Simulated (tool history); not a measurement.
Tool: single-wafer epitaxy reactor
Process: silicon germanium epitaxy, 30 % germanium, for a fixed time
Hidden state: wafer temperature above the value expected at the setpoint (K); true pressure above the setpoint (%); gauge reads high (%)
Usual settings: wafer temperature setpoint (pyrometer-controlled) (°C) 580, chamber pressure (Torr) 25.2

run,hour,wafer temperature setpoint (pyrometer-controlled) (°C),chamber pressure (Torr),wafers since the last listed run,hours since the last pyrometer calibration,hours since the last manometer calibration,hours since the showerhead was replaced,hours since the gauge calibration,"read-back reference wafer on the same gauge, thickness_nm",mean film thickness on the monitor wafer (Å)
1,0.0,580,25.2,0,3132.3,1040.1,2096.4,5.1,43.659,527.87
2,22.3,580,25.2,349,3154.6,1062.4,2118.7,27.4,43.764,527.73
3,49.4,580,25.2,425,3181.7,1089.5,2145.8,54.5,43.688,527.38
4,71.5,580,25.2,346,3203.8,1111.6,2167.9,76.6,43.641,527.01
5,104.1,580,25.2,511,3236.4,1144.2,2200.5,109.2,43.622,525.81
6,118.8,580,20.2,230,3251.1,1158.9,2215.2,123.9,43.721,490.16
7,146.9,580,20.2,440,3279.2,1187.0,2243.3,152.0,43.726,483.61
# hour 174.1: pyrometer calibrated
8,174.6,580,25.2,309,0.5,1214.7,2271.0,179.7,43.718,454.94
9,185.5,580,25.2,171,11.4,1225.6,2281.9,190.6,43.707,454.16
# hour 199.6: capacitance manometer re-zeroed and calibrated
10,220.3,580,25.2,420,46.2,20.7,2316.7,225.4,43.716,448.22
11,249.5,586,25.2,458,75.4,49.9,2345.9,254.6,43.670,515.75
12,285.2,574,21.0,560,111.1,85.6,2381.6,290.3,43.697,374.01
13,318.9,587,28.9,528,144.8,119.3,2415.3,324.0,43.699,555.62
14,341.2,580,25.2,349,167.1,141.6,2437.6,346.3,43.691,455.10
15,364.2,580,25.2,360,190.1,164.6,2460.6,369.3,43.628,461.36
16,398.6,591,20.4,539,224.5,199.0,2495.0,403.7,43.680,528.58
# hour 426.5: gauge calibrated
17,429.3,575,27.3,481,255.2,229.7,2525.7,2.8,43.703,422.81
# hour 455.7: showerhead replaced
18,458.1,580,25.2,326,284.0,258.5,2.4,31.6,43.668,453.28
19,474.0,574,27.1,249,299.9,274.4,18.3,47.5,43.686,415.64
20,508.2,585,25.2,536,334.1,308.6,52.5,81.7,43.725,508.32
21,540.5,575,25.2,506,366.4,340.9,84.8,114.0,43.642,417.06
22,572.7,580,25.2,505,398.6,373.1,117.0,146.2,43.736,463.11

The tool's hidden state at each run:
true pressure above the setpoint (%): 0 in every run
gauge reads high (%): 0 in every run
H1: wafer temperature above the value expected at the setpoint (K)
run,H1
1,6.91
2,6.96
3,7.02
4,7.06
5,7.13
6,7.16
7,7.22
8,-0.361
9,-0.339
10,-0.267
11,-0.207
12,-0.133
13,-0.0634
14,-0.0174
15,0.0301
16,0.101
17,0.164
18,0.224
19,0.257
20,0.327
21,0.394
22,0.46

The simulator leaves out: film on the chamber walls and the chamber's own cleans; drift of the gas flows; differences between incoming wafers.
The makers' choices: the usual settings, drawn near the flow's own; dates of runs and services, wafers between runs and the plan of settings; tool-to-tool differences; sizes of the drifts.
